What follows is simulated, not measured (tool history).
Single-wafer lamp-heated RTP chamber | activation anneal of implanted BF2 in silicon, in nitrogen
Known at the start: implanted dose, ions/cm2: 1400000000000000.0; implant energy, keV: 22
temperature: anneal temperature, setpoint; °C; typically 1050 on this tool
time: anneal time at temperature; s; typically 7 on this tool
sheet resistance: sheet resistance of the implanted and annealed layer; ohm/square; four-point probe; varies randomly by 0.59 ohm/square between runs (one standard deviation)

run	hour	temperature	time	read-back reference wafer on the same gauge, sheet resistance	sheet resistance
1	0	1050	7	148.16	147.7
2	16.4	1050	7	148.05	147.4
3	29.1	1050	7	148.03	145.91
4	37.1	1050	7	148	147.52
5	48.4	1050	7	148.03	146.68
6	60.7	1050	7	147.97	146.11
7	74.7	1071	4	147.82	140.79
8	85.7	1071	4	148.01	141.67
9	99.9	1050	9	148.01	141.61
10	116.5	1050	9	148.04	140.86
11	132.3	1050	7	148.1	145.65
12	139.3	1050	7	147.93	145.59
13	150.6	1050	7	147.93	146.91
14	161.8	1050	7	148.15	145.46
15	168.7	1050	7	147.99	145.76
16	178.2	1050	7	148.09	145.24
# hour 189: reflector plate cleaned
17	189.5	1050	7	148.03	145.53
18	196.3	1050	7	148.04	144.92
19	210.9	1025	4	148.01	181.16
20	221.2	1063	4	147.99	146.46
21	229.9	1050	7	148.12	146.18
22	244.8	1033	5	147.96	167.63
# hour 257.5: pyrometer window cleaned and pyrometer calibrated
23	258	1021	4	147.99	192.48
24	269.1	1039	4	147.97	173.42
25	280.1	1079	3	148.02	144.99
# hour 280.7: gauge calibrated
26	286.7	1061	10	148.06	133.03
27	303.9	1066	3	148.18	153.74
28	315	1029	7	148.05	169.45
29	324.9	1050	7	148.06	149.33
30	340	1077	10	148.15	121.83
31	350.6	1050	7	147.99	149.17
32	364.1	1075	4	147.95	140.43
33	375.6	1050	7	148.11	148.46
34	384.1	1050	11	147.97	138.01
35	401.1	1050	7	147.94	147.84
36	412.5	1071	4	147.99	143.39

Run-by-run hidden state of the tool:
wafer temperature error from the tarnished reflector plate, K: 0 in every run
gauge reads high (%): 0 in every run
H1: true wafer temperature minus pyrometer reading, K
run	H1
1	4.26
2	4.44
3	4.56
4	4.63
5	4.73
6	4.83
7	4.93
8	5
9	5.09
10	5.18
11	5.26
12	5.29
13	5.34
14	5.39
15	5.41
16	5.45
17	5.48
18	5.51
19	5.55
20	5.58
21	5.6
22	5.63
23	0.0289
24	0.401
25	0.744
26	0.938
27	1.41
28	1.68
29	1.91
30	2.23
31	2.43
32	2.67
33	2.86
34	3
35	3.24
36	3.38

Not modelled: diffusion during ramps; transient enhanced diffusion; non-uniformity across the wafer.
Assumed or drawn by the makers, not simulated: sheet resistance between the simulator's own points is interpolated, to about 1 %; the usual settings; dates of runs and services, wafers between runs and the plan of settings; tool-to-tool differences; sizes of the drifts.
